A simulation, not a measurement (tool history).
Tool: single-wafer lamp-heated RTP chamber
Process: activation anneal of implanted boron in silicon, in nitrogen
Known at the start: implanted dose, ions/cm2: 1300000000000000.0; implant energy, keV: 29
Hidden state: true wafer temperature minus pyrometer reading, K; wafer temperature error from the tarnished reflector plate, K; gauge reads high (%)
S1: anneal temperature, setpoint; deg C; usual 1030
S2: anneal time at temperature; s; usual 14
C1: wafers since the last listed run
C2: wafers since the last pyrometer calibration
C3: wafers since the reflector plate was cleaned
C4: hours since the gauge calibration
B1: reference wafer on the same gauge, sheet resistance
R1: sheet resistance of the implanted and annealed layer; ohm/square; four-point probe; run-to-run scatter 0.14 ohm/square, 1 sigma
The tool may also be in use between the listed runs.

run   hour    S1  S2   C1    C2    C3     C4      B1     R1
  1    0.0  1030  18    0  2763  4170  184.5  112.49  94.20
  2   65.9  1030  14  880  3644  5050  250.4  112.48  94.63
     106.8  -- reflector plate cleaned
  3  126.2  1030  14  698  4342   258  310.7  112.48  94.78
  4  180.3  1030  14  722  5065   981  364.8  112.48  94.61
  5  229.1  1030  14  651  5717  1633  413.6  112.53  94.87
  6  266.3  1030  14  496  6214  2130  450.8  112.51  94.58
  7  301.1  1030  14  464  6679  2595  485.6  112.54  94.50
  8  355.8  1030  14  730  7410  3326  540.3  112.53  94.46
     371.8  -- gauge calibrated
     404.0  -- pyrometer window cleaned and pyrometer calibrated
  9  414.4  1030  14  675   139  4002   42.6  112.55  95.26
 10  449.9  1050  14  474   613  4476   78.1  112.49  94.08
 11  516.7  1040   6  892  1505  5368  144.9  112.49  95.05
 12  552.3  1030  17  475  1981  5844  180.5  112.53  94.63
     594.4  -- reflector plate cleaned
 13  621.2  1043  14  813  2795   358  249.4  112.52  94.17
 14  649.9  1030   8  383  3178   742  278.1  112.58  95.58
 15  706.5  1004  21  756  3934  1498  334.7  112.50  97.07

The next listed run, before its measurement:
 16  752.0  1043  14  607  4542  2106  380.2   ?   ?

Run 16 came out at B1 112.50, R1 93.97 ohm/square.
Were there no unlogged condition in the tool, this run, its random variation unchanged, would have produced R1 94.72 ohm/square.

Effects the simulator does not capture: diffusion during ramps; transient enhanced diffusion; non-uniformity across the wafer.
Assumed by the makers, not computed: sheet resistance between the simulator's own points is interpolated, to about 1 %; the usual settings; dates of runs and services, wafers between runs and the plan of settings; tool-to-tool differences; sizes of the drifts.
